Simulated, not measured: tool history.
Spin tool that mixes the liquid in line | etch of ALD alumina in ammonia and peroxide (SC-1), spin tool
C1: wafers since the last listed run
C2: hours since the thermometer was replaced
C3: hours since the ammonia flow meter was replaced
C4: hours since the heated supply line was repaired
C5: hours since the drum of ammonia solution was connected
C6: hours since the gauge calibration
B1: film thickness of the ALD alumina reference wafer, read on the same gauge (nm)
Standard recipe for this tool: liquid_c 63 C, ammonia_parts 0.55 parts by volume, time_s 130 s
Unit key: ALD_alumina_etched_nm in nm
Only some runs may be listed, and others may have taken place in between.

Run 1, hour 0: usual settings; C1 0; C2 1593.3; C3 426.9; C4 2099.7; C5 365.8; C6 1322; B1 150.03. Result: ALD_alumina_etched_nm 14.62 nm.
Run 2, hour 73.1: usual settings but ammonia_parts 0.5 parts by volume, time_s 145 s; C1 401; C2 1666.4; C3 500; C4 2172.8; C5 438.9; C6 1395.1; B1 149.96. Result: ALD_alumina_etched_nm 16.29 nm.
Run 3, hour 170.2: usual settings but liquid_c 59.5 C, time_s 170 s; C1 533; C2 1763.5; C3 597.1; C4 2269.9; C5 536; C6 1492.2; B1 150. Result: ALD_alumina_etched_nm 16.15 nm.
Run 4, hour 233.4: usual settings but liquid_c 59.5 C, time_s 170 s; C1 347; C2 1826.7; C3 660.3; C4 2333.1; C5 599.2; C6 1555.4; B1 150.02. Result: ALD_alumina_etched_nm 16.22 nm.
At hour 256: new drum of ammonia solution connected.
Run 5, hour 287.5: usual settings but liquid_c 59.5 C, time_s 170 s; C1 291; C2 1880.8; C3 714.4; C4 2387.2; C5 31.5; C6 1609.5; B1 149.96. Result: ALD_alumina_etched_nm 16.16 nm.
Run 6, hour 368.5: usual settings; C1 444; C2 1961.8; C3 795.4; C4 2468.2; C5 112.5; C6 1690.5; B1 150. Result: ALD_alumina_etched_nm 14.71 nm.
Run 7, hour 466.4: usual settings; C1 537; C2 2059.7; C3 893.3; C4 2566.1; C5 210.4; C6 1788.4; B1 150.01. Result: ALD_alumina_etched_nm 14.62 nm.
Run 8, hour 543.9: usual settings; C1 425; C2 2137.2; C3 970.8; C4 2643.6; C5 287.9; C6 1865.9; B1 149.95. Result: ALD_alumina_etched_nm 14.71 nm.
At hour 569.4: thermometer replaced.
Run 9, hour 580.9: usual settings; C1 197; C2 11.5; C3 1007.8; C4 2680.6; C5 324.9; C6 1902.9; B1 150. Result: ALD_alumina_etched_nm 14.67 nm.
Run 10, hour 674.9: usual settings; C1 516; C2 105.5; C3 1101.8; C4 2774.6; C5 418.9; C6 1996.9; B1 149.99. Result: ALD_alumina_etched_nm 14.73 nm.
Run 11, hour 741.6: usual settings but ammonia_parts 0.4 parts by volume; C1 366; C2 172.2; C3 1168.5; C4 2841.3; C5 485.6; C6 2063.6; B1 150. Result: ALD_alumina_etched_nm 14.13 nm.
At hour 812.8: gauge calibrated.
Run 12, hour 824.2: usual settings; C1 453; C2 254.8; C3 1251.1; C4 2923.9; C5 568.2; C6 11.4; B1 149.98. Result: ALD_alumina_etched_nm 14.78 nm.
At hour 865: heated supply line repaired.
Run 13, hour 875.2: usual settings but ammonia_parts 0.65 parts by volume; C1 274; C2 305.8; C3 1302.1; C4 10.2; C5 619.2; C6 62.4; B1 150.01. Result: ALD_alumina_etched_nm 14.87 nm.
Run 14, hour 913.8: usual settings but liquid_c 59 C, ammonia_parts 0.8 parts by volume, time_s 175 s; C1 211; C2 344.4; C3 1340.7; C4 48.8; C5 657.8; C6 101; B1 150. Result: ALD_alumina_etched_nm 16.72 nm.
At hour 948.7: new drum of ammonia solution connected.
Run 15, hour 1122.1: usual settings; C1 1138; C2 552.7; C3 1549; C4 257.1; C5 173.4; C6 309.3; B1 150.01. Result: ALD_alumina_etched_nm 14.72 nm.
Run 16, hour 1187.2: usual settings but liquid_c 53 C, ammonia_parts 0.35 parts by volume, time_s 100 s; C1 357; C2 617.8; C3 1614.1; C4 322.2; C5 238.5; C6 374.4; B1 150.04. Result: ALD_alumina_etched_nm 6.44 nm.
Run 17, hour 1227.9: usual settings but time_s 165 s; C1 223; C2 658.5; C3 1654.8; C4 362.9; C5 279.2; C6 415.1; B1 150.03. Result: ALD_alumina_etched_nm 18.81 nm.
At hour 1491.8: ammonia flow meter replaced.
Run 18, hour 1500.1: usual settings but liquid_c 53.5 C, ammonia_parts 0.7 parts by volume, time_s 195 s; C1 1489; C2 930.7; C3 8.3; C4 635.1; C5 551.4; C6 687.3; B1 149.97. Result: ALD_alumina_etched_nm 13.75 nm.
At hour 1504.2: new drum of ammonia solution connected.
Run 19, hour 1607.4: usual settings but liquid_c 66.5 C; C1 583; C2 1038; C3 115.6; C4 742.4; C5 103.2; C6 794.6; B1 150.02. Result: ALD_alumina_etched_nm 17.23 nm.
Run 20, hour 1663.4: usual settings but liquid_c 57.5 C, ammonia_parts 0.25 parts by volume; C1 307; C2 1094; C3 171.6; C4 798.4; C5 159.2; C6 850.6; B1 150.02. Result: ALD_alumina_etched_nm 10.2 nm.
Run 21, hour 1726.7: usual settings but liquid_c 53.5 C, time_s 165 s; C1 347; C2 1157.3; C3 234.9; C4 861.7; C5 222.5; C6 913.9; B1 150.05. Result: ALD_alumina_etched_nm 11.5 nm.
Run 22, hour 1822.2: usual settings but liquid_c 59.5 C, time_s 170 s; C1 524; C2 1252.8; C3 330.4; C4 957.2; C5 318; C6 1009.4; B1 150. Result: ALD_alumina_etched_nm 16.14 nm.
Run 23, hour 1913.7: usual settings but liquid_c 58 C; C1 502; C2 1344.3; C3 421.9; C4 1048.7; C5 409.5; C6 1100.9; B1 150. Result: ALD_alumina_etched_nm 11.3 nm.
Run 24, hour 1965.7: usual settings but liquid_c 56 C, ammonia_parts 0.45 parts by volume, time_s 180 s; C1 285; C2 1396.3; C3 473.9; C4 1100.7; C5 461.5; C6 1152.9; B1 150. Result: ALD_alumina_etched_nm 13.95 nm.

Branching from run 24: 5 alternative next runs. What would each branch give?
Run A, hour 1966.2: usual settings; C1 2; C2 1396.8; C3 474.4; C4 1101.2; C5 462; C6 1153.4; B1 ?. Result: ALD_alumina_etched_nm ?.
Run B, hour 1966.2: usual settings but liquid_c 70 C, time_s 165 s; C1 2; C2 1396.8; C3 474.4; C4 1101.2; C5 462; C6 1153.4; B1 ?. Result: ALD_alumina_etched_nm ?.
Run C, hour 1966.2: usual settings but time_s 80 s; C1 2; C2 1396.8; C3 474.4; C4 1101.2; C5 462; C6 1153.4; B1 ?. Result: ALD_alumina_etched_nm ?.
Run D, hour 1966.2: usual settings but liquid_c 70 C, time_s 150 s; C1 2; C2 1396.8; C3 474.4; C4 1101.2; C5 462; C6 1153.4; B1 ?. Result: ALD_alumina_etched_nm ?.
Run E, hour 1966.2: usual settings but time_s 170 s; C1 2; C2 1396.8; C3 474.4; C4 1101.2; C5 462; C6 1153.4; B1 ?. Result: ALD_alumina_etched_nm ?.

run      B1  ALD_alumina_etched_nm
  A  149.98                  14.75
  B  149.98                  26.41
  C  149.98                   9.08
  D  149.98                  24.01
  E  149.98                  19.29
Stripped of hidden state, with their random variation kept, the same runs would have yielded:
run  ALD_alumina_etched_nm
  A                  14.75
  B                  26.41
  C                   9.08
  D                  24.01
  E                  19.29
